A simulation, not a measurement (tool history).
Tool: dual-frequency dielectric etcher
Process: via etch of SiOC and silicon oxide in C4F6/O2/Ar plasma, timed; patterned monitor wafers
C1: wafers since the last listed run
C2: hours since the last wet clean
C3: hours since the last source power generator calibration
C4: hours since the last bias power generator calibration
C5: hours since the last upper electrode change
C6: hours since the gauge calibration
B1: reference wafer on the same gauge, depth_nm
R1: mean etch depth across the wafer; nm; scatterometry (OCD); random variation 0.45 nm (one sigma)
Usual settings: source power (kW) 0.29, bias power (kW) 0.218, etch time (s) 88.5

Run 1, hour 0: usual settings; C1 0; C2 53.7; C3 2553.6; C4 1154.4; C5 4267.6; C6 234.4; B1 108.2. Result: R1 97.1 nm.
Run 2, hour 103.6: usual settings; C1 963; C2 157.3; C3 2657.2; C4 1258; C5 4371.2; C6 338; B1 108.3. Result: R1 96.1 nm.
Run 3, hour 147.4: usual settings but source power (kW) 0.24; C1 407; C2 201.1; C3 2701; C4 1301.8; C5 4415; C6 381.8; B1 108.3. Result: R1 88 nm.
Run 4, hour 223.5: usual settings but source power (kW) 0.24; C1 708; C2 277.2; C3 2777.1; C4 1377.9; C5 4491.1; C6 457.9; B1 108.3. Result: R1 87.3 nm.
Run 5, hour 262.3: usual settings but source power (kW) 0.33; C1 361; C2 316; C3 2815.9; C4 1416.7; C5 4529.9; C6 496.7; B1 108.2. Result: R1 99.8 nm.
Run 6, hour 334.5: usual settings but source power (kW) 0.33; C1 671; C2 388.2; C3 2888.1; C4 1488.9; C5 4602.1; C6 568.9; B1 108.1. Result: R1 99.1 nm.
Run 7, hour 391: usual settings but source power (kW) 0.33; C1 525; C2 444.7; C3 2944.6; C4 1545.4; C5 4658.6; C6 625.4; B1 108.1. Result: R1 98.6 nm.
At hour 431.1: wet clean of the chamber.
Run 8, hour 448: usual settings; C1 307; C2 16.9; C3 3001.6; C4 1602.4; C5 4715.6; C6 682.4; B1 108.1. Result: R1 96.5 nm.
Run 9, hour 626.9: usual settings; C1 1664; C2 195.8; C3 3180.5; C4 1781.3; C5 4894.5; C6 861.3; B1 108. Result: R1 95.2 nm.
Run 10, hour 693.3: usual settings; C1 617; C2 262.2; C3 3246.9; C4 1847.7; C5 4960.9; C6 927.7; B1 108.4. Result: R1 93.6 nm.
Run 11, hour 778.3: usual settings but bias power (kW) 0.251, etch time (s) 107.5; C1 790; C2 347.2; C3 3331.9; C4 1932.7; C5 5045.9; C6 1012.7; B1 108.2. Result: R1 121.2 nm.
Run 12, hour 878.9: usual settings but bias power (kW) 0.251, etch time (s) 107.5; C1 936; C2 447.8; C3 3432.5; C4 2033.3; C5 5146.5; C6 1113.3; B1 108.3. Result: R1 118.9 nm.
At hour 929.6: wet clean of the chamber.
Run 13, hour 985.3: usual settings; C1 766; C2 55.7; C3 3538.9; C4 2139.7; C5 5252.9; C6 1219.7; B1 108.2. Result: R1 96.9 nm.
Run 14, hour 1023.5: usual settings but etch time (s) 112; C1 355; C2 93.9; C3 3577.1; C4 2177.9; C5 5291.1; C6 1257.9; B1 108.5. Result: R1 121.9 nm.
Run 15, hour 1069.2: usual settings but source power (kW) 0.31, bias power (kW) 0.244, etch time (s) 110; C1 425; C2 139.6; C3 3622.8; C4 2223.6; C5 5336.8; C6 1303.6; B1 108.4. Result: R1 128 nm.
At hour 1125.5: bias power generator calibrated.
Run 16, hour 1163.3: usual settings but source power (kW) 0.33, bias power (kW) 0.27, etch time (s) 71.5; C1 838; C2 233.7; C3 3716.9; C4 37.8; C5 5430.9; C6 1397.7; B1 108.2. Result: R1 88.2 nm.
Run 17, hour 1264.1: usual settings but source power (kW) 0.33, bias power (kW) 0.176, etch time (s) 108.5; C1 937; C2 334.5; C3 3817.7; C4 138.6; C5 5531.7; C6 1498.5; B1 108.4. Result: R1 114.4 nm.
At hour 1290.2: source power generator calibrated.
At hour 1327.2: upper electrode replaced, of another model than before.
Run 18, hour 1327.7: usual settings but source power (kW) 0.27, bias power (kW) 0.238, etch time (s) 73.5; C1 331; C2 398.1; C3 37.5; C4 202.2; C5 0.5; C6 1562.1; B1 108.2. Result: R1 80.6 nm.
Run 19, hour 1380.3: usual settings; C1 489; C2 450.7; C3 90.1; C4 254.8; C5 53.1; C6 1614.7; B1 108.2. Result: R1 93.7 nm.
At hour 1407.9: gauge calibrated.
At hour 1427.5: wet clean of the chamber.
Run 20, hour 1484.7: usual settings but source power (kW) 0.32, bias power (kW) 0.257, etch time (s) 65.5; C1 748; C2 57.2; C3 194.5; C4 359.2; C5 157.5; C6 76.8; B1 108.3. Result: R1 80 nm.
Run 21, hour 1572.3: usual settings but etch time (s) 113.5; C1 815; C2 144.8; C3 282.1; C4 446.8; C5 245.1; C6 164.4; B1 108.3. Result: R1 124.7 nm.
Run 22, hour 1660.2: usual settings but bias power (kW) 0.267, etch time (s) 80.5; C1 817; C2 232.7; C3 370; C4 534.7; C5 333; C6 252.3; B1 108.2. Result: R1 95.8 nm.
Run 23, hour 1763.1: usual settings but source power (kW) 0.22; C1 957; C2 335.6; C3 472.9; C4 637.6; C5 435.9; C6 355.2; B1 108.2. Result: R1 88.4 nm.
Run 24, hour 1836: usual settings but etch time (s) 111.5; C1 678; C2 408.5; C3 545.8; C4 710.5; C5 508.8; C6 428.1; B1 108. Result: R1 119 nm.
Run 25, hour 1941.8: usual settings; C1 984; C2 514.3; C3 651.6; C4 816.3; C5 614.6; C6 533.9; B1 108.4. Result: R1 92.4 nm.
Run 26, hour 1988.2: usual settings but source power (kW) 0.25, bias power (kW) 0.269; C1 431; C2 560.7; C3 698; C4 862.7; C5 661; C6 580.3; B1 108.1. Result: R1 99.4 nm.

The same runs without the tool's hidden state, with the same run-to-run variation:
The hidden state here: etch rate over this chamber's usual, %; source power that arrives over what is set, %; bias power that arrives over what is set, %; gauge reads high (%).
run     R1
  1   97.5
  2   97.4
  3   89.5
  4   89.3
  5  102.5
  6  102.4
  7  102.4
  8     97
  9   97.1
 10     96
 11  125.2
 12  123.9
 13     97
 14  122.4
 15  129.1
 16   89.6
 17  117.2
 18   83.1
 19   97.1
 20   80.1
 21  125.8
 22   97.3
 23   90.6
 24  122.7
 25   96.2
 26  103.9
